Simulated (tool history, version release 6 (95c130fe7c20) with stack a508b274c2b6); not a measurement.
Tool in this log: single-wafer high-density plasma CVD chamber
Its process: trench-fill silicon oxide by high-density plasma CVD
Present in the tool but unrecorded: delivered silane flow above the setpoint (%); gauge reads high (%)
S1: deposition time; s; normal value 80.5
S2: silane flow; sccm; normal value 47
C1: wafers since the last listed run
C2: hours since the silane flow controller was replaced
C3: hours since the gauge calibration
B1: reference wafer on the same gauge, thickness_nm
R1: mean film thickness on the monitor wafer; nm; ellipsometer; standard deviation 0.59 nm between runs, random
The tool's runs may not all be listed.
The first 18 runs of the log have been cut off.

| run | day | S1 | S2 | C1 | C2 | C3 | B1 | R1 |
|---|---|---|---|---|---|---|---|---|
| 19 | 9.692 | 93.8 | 39 | 108 | 5077.3 | 291.0 | 355.844 | 356.623 |
|  | 10.538 | silane flow controller replaced |
| 20 | 10.558 | 90.2 | 43 | 200 | 0.5 | 311.8 | 356.139 | 404.181 |
| 21 | 10.975 | 69.0 | 47 | 156 | 10.5 | 321.8 | 356.036 | 337.172 |
| 22 | 11.317 | 71.2 | 55 | 128 | 18.7 | 330.0 | 355.882 | 407.360 |
| 23 | 11.708 | 94.8 | 52 | 147 | 28.1 | 339.4 | 356.147 | 512.054 |
|  | 11.933 | gauge calibrated |
| 24 | 12.412 | 68.7 | 47 | 264 | 45.0 | 11.5 | 355.942 | 336.177 |
| 25 | 12.904 | 68.3 | 47 | 185 | 56.8 | 23.3 | 356.115 | 333.381 |
| 26 | 13.375 | 80.5 | 54 | 177 | 68.1 | 34.6 | 355.880 | 452.446 |
| 27 | 13.904 | 88.8 | 52 | 199 | 80.8 | 47.3 | 356.129 | 478.329 |
| 28 | 15.642 | 70.2 | 38 | 653 | 122.5 | 89.0 | 355.933 | 277.666 |
| 29 | 16.046 | 71.9 | 43 | 152 | 132.2 | 98.7 | 355.877 | 321.024 |

Estimate the outcome of run 30 from the log above:
| 30 | 16.388 | 64.5 | 50 | 128 | 140.4 | 106.9 | ? | ? |

B1: 355.966
R1: 334.852 nm
With the hidden condition absent and the run-to-run variation left alone, this run would have shown R1 334.792 nm.

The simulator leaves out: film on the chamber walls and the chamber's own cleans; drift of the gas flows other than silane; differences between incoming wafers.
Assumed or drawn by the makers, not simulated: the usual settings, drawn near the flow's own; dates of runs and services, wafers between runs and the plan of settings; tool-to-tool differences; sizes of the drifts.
